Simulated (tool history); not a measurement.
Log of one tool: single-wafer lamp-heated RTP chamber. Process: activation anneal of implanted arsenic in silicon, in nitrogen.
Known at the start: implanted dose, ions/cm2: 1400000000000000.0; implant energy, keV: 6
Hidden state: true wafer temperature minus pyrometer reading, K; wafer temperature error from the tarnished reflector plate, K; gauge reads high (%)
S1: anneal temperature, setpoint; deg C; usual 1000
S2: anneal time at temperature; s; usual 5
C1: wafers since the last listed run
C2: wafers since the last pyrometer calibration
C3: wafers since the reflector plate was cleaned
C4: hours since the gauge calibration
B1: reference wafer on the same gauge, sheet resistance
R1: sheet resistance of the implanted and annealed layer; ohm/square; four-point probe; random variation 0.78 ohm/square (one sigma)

run,hour,S1,S2,C1,C2,C3,C4,B1,R1
1,0,1000,3,0,5682,1456,267.9,163.91,209.79
2,39,1000,5,877,6560,2334,306.9,163.95,190.19
# hour 82.5: pyrometer window cleaned and pyrometer calibrated
3,122.3,1000,5,1694,895,4028,390.2,163.91,199.52
4,225.6,1000,5,2324,3220,6352,493.5,163.97,197.19
5,280.8,1000,5,1241,4462,7594,548.7,163.93,195.37
# hour 343.7: pyrometer window cleaned and pyrometer calibrated
6,346.9,1000,5,1307,72,8901,614.8,163.81,199.34
7,414,1000,5,1509,1582,10411,681.9,164.09,198.58
# hour 533.3: reflector plate cleaned
# hour 603.6: pyrometer window cleaned and pyrometer calibrated
8,702.7,1000,5,6135,2229,3630,970.6,163.98,197.82
# hour 738.4: gauge calibrated
9,745.3,978,4,958,3188,4589,6.9,163.89,226.59
10,804.5,1000,5,1331,4519,5921,66.1,163.87,195.53
11,910.5,982,5,2384,6904,8306,172.1,164.01,211.53
# hour 947.5: pyrometer window cleaned and pyrometer calibrated
12,970.3,1017,6,1165,512,9471,231.9,164.03,175.26
13,1011.3,977,6,922,1435,10394,272.9,163.88,218.41
# hour 1069.4: reflector plate cleaned
14,1069.9,1000,5,1138,2573,10,331.5,164.05,197.26
15,1135.3,973,3,1471,4044,1482,396.9,163.81,236.2
16,1191.8,981,4,1271,5316,2753,453.4,164.1,219.58

Some steps in R1 between neighbouring runs. How much of each would the tool show without its hidden state too (settings, what came in, random variation), and how much is left for the hidden state, with any gauge scatter that isn't in both results?
Run 2 -> 3: pyrometer window cleaned and pyrometer calibrated. R1 +9.33 ohm/square: hidden state +8.57, all else +0.76.
Run 12 -> 13: S1 1017 -> 977. R1 +43.15 ohm/square: hidden state -0.22, all else +43.37.
